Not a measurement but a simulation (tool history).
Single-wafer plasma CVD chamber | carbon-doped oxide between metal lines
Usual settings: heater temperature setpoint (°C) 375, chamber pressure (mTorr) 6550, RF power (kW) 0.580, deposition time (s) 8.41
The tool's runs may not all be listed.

run,hour,heater temperature setpoint (°C),chamber pressure (mTorr),RF power (kW),deposition time (s),wafers since the last listed run,hours since the last thermocouple change,hours since the last RF generator calibration,hours since the last manometer calibration,hours since the showerhead was replaced,hours since the gauge calibration,"read-back reference wafer on the same gauge, thickness_nm",mean film thickness on the monitor wafer (nm)
1,0.0,375,6550,0.580,8.41,0,538.6,53.7,1365.5,5520.1,2324.4,45.682,46.992
# hour 28.2: showerhead replaced
2,28.7,375,6550,0.580,8.41,775,567.3,82.4,1394.2,0.5,2353.1,45.709,46.504
3,69.0,382,6550,0.580,8.41,1509,607.6,122.7,1434.5,40.8,2393.4,45.743,45.929
4,121.8,375,6550,0.580,8.41,1977,660.4,175.5,1487.3,93.6,2446.2,45.717,46.002
5,147.4,375,6550,0.635,8.41,958,686.0,201.1,1512.9,119.2,2471.8,45.724,49.383
6,203.9,375,6550,0.635,8.41,2115,742.5,257.6,1569.4,175.7,2528.3,45.704,49.081
7,249.2,367,7050,0.620,6.78,1696,787.8,302.9,1614.7,221.0,2573.6,45.715,39.724
8,287.1,375,6550,0.580,8.41,1419,825.7,340.8,1652.6,258.9,2611.5,45.698,45.810
9,327.6,375,6550,0.505,8.99,1516,866.2,381.3,1693.1,299.4,2652.0,45.626,43.782
10,395.5,375,6550,0.580,8.41,2542,934.1,449.2,1761.0,367.3,2719.9,45.680,44.895
11,434.6,375,6550,0.580,8.41,1464,973.2,488.3,1800.1,406.4,2759.0,45.719,45.095
12,470.8,375,7320,0.580,8.41,1355,1009.4,524.5,1836.3,442.6,2795.2,45.655,45.303
13,522.3,375,5820,0.620,9.31,1928,1060.9,576.0,1887.8,494.1,2846.7,45.725,52.058
# hour 539.0: gauge calibrated
14,549.8,367,7050,0.620,6.78,1029,1088.4,603.5,1915.3,521.6,10.8,45.715,39.309
15,604.3,375,6020,0.630,8.41,2040,1142.9,658.0,1969.8,576.1,65.3,45.684,47.226
16,670.8,367,7970,0.580,8.41,2490,1209.4,724.5,2036.3,642.6,131.8,45.659,46.356
17,707.8,375,6550,0.645,8.41,1385,1246.4,761.5,2073.3,679.6,168.8,45.695,48.328
18,759.6,375,6550,0.580,8.41,1939,1298.2,813.3,2125.1,731.4,220.6,45.735,44.678
# hour 799.1: capacitance manometer re-zeroed and calibrated
19,808.8,361,6550,0.580,8.41,1542,1347.4,862.5,9.7,780.6,269.8,45.698,45.869
20,840.8,375,6550,0.580,8.41,1198,1379.4,894.5,41.7,812.6,301.8,45.688,44.496
# hour 858.2: thermocouple changed; heater temperature recalibrated
21,893.0,385,6550,0.470,7.52,1655,34.8,946.7,93.9,864.8,354.0,45.756,33.314
22,919.7,375,6550,0.580,8.41,999,61.5,973.4,120.6,891.5,380.7,45.674,44.565
23,984.7,375,7900,0.500,8.41,2434,126.5,1038.4,185.6,956.5,445.7,45.678,40.024
24,1026.4,386,7760,0.580,8.41,1561,168.2,1080.1,227.3,998.2,487.4,45.718,43.752
25,1082.6,375,6550,0.580,8.41,2104,224.4,1136.3,283.5,1054.4,543.6,45.661,44.134
26,1126.5,375,6550,0.520,8.41,1643,268.3,1180.2,327.4,1098.3,587.5,45.755,40.865
27,1186.0,388,5240,0.580,10.09,2228,327.8,1239.7,386.9,1157.8,647.0,45.758,50.432
# hour 1214.8: RF generator calibrated
28,1250.0,375,6550,0.580,8.41,2097,391.8,35.2,450.9,1221.8,711.0,45.691,47.353
29,1311.6,364,6550,0.580,8.41,2306,453.4,96.8,512.5,1283.4,772.6,45.704,47.975

Forecast each of these 3 alternatives for the next run:
A,1312.0,389,6550,0.580,8.41,14,453.8,97.2,512.9,1283.8,773.0,?,?
B,1312.0,375,5240,0.580,8.41,14,453.8,97.2,512.9,1283.8,773.0,?,?
C,1312.0,388,6550,0.580,6.90,14,453.8,97.2,512.9,1283.8,773.0,?,?

run,"read-back reference wafer on the same gauge, thickness_nm",mean film thickness on the monitor wafer (nm)
A,45.690,45.526
B,45.690,45.415
C,45.690,37.519
Without the tool's hidden state the same runs would have given:
run,mean film thickness on the monitor wafer (nm)
A,46.165
B,46.052
C,38.045

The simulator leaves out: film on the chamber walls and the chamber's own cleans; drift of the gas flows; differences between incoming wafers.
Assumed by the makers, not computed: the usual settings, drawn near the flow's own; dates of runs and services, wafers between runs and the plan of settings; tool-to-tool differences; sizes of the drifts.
